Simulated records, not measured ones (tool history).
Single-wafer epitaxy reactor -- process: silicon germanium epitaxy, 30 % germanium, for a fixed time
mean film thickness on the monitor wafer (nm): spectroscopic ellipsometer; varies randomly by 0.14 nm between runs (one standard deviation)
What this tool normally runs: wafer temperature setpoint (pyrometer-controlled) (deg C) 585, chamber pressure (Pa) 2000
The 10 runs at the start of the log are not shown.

| run | hour | wafer temperature setpoint (pyrometer-controlled) (deg C) | chamber pressure (Pa) | read-back reference wafer on the same gauge, thickness_nm | mean film thickness on the monitor wafer (nm) |
|---|---|---|---|---|---|
| 11 | 237.3 | 581 | 2400 | 43.855 | 37.045 |
|  | 252.7 | capacitance manometer re-zeroed and calibrated |
| 12 | 260.7 | 585 | 2000 | 43.81 | 37.861 |
| 13 | 283.6 | 585 | 2000 | 43.843 | 38.064 |
| 14 | 315.8 | 589 | 1893 | 43.821 | 39.918 |
| 15 | 338.5 | 585 | 2000 | 43.835 | 37.693 |
| 16 | 360.4 | 585 | 2000 | 43.848 | 37.726 |
| 17 | 392.9 | 585 | 2000 | 43.815 | 37.569 |
| 18 | 413.9 | 585 | 2000 | 43.739 | 37.82 |
| 19 | 439 | 598 | 1640 | 43.776 | 44.064 |
| 20 | 462.3 | 585 | 2000 | 43.761 | 37.819 |
|  | 492.4 | pyrometer calibrated |
| 21 | 492.9 | 589 | 2293 | 43.898 | 46.632 |
| 22 | 517.9 | 585 | 2000 | 43.776 | 40.772 |
| 23 | 551.8 | 592 | 1787 | 43.811 | 44.178 |
| 24 | 580.3 | 590 | 1627 | 43.767 | 40.761 |
| 25 | 601.1 | 598 | 2453 | 43.754 | 55.399 |
| 26 | 630.6 | 580 | 1547 | 43.847 | 33.185 |
| 27 | 653.7 | 581 | 1680 | 43.798 | 35.007 |
|  | 668.5 | gauge calibrated |
| 28 | 684.7 | 575 | 2226 | 43.838 | 34.576 |
|  | 693.1 | showerhead replaced |
| 29 | 707.6 | 599 | 1560 | 43.807 | 46.461 |
| 30 | 726.5 | 596 | 1747 | 43.752 | 45.988 |
| 31 | 756.9 | 598 | 2000 | 43.73 | 49.917 |
| 32 | 781 | 576 | 1547 | 43.863 | 30.29 |
| 33 | 858.1 | 580 | 2453 | 43.78 | 38.565 |
| 34 | 893.7 | 581 | 2400 | 43.803 | 38.78 |

Consider 5 possible next runs. They are alternatives, not a sequence: every one starts from the tool as it was left by run 34. What does each give?
| A | 894.1 | 585 | 2226 | ? | ? |
| B | 894.1 | 600 | 2280 | ? | ? |
| C | 894.1 | 579 | 1853 | ? | ? |
| D | 894.1 | 572 | 2440 | ? | ? |
| E | 894.1 | 599 | 1853 | ? | ? |

| run | read-back reference wafer on the same gauge, thickness_nm | mean film thickness on the monitor wafer (nm) |
|---|---|---|
| A | 43.809 | 40.725 |
| B | 43.809 | 53.662 |
| C | 43.809 | 34.005 |
| D | 43.809 | 33.25 |
| E | 43.809 | 48.659 |
The same runs, with their run-to-run variation unchanged, on a tool lacking any hidden condition would have given:
| run | mean film thickness on the monitor wafer (nm) |
|---|---|
| A | 43.16 |
| B | 56.795 |
| C | 36.058 |
| D | 35.28 |
| E | 51.504 |
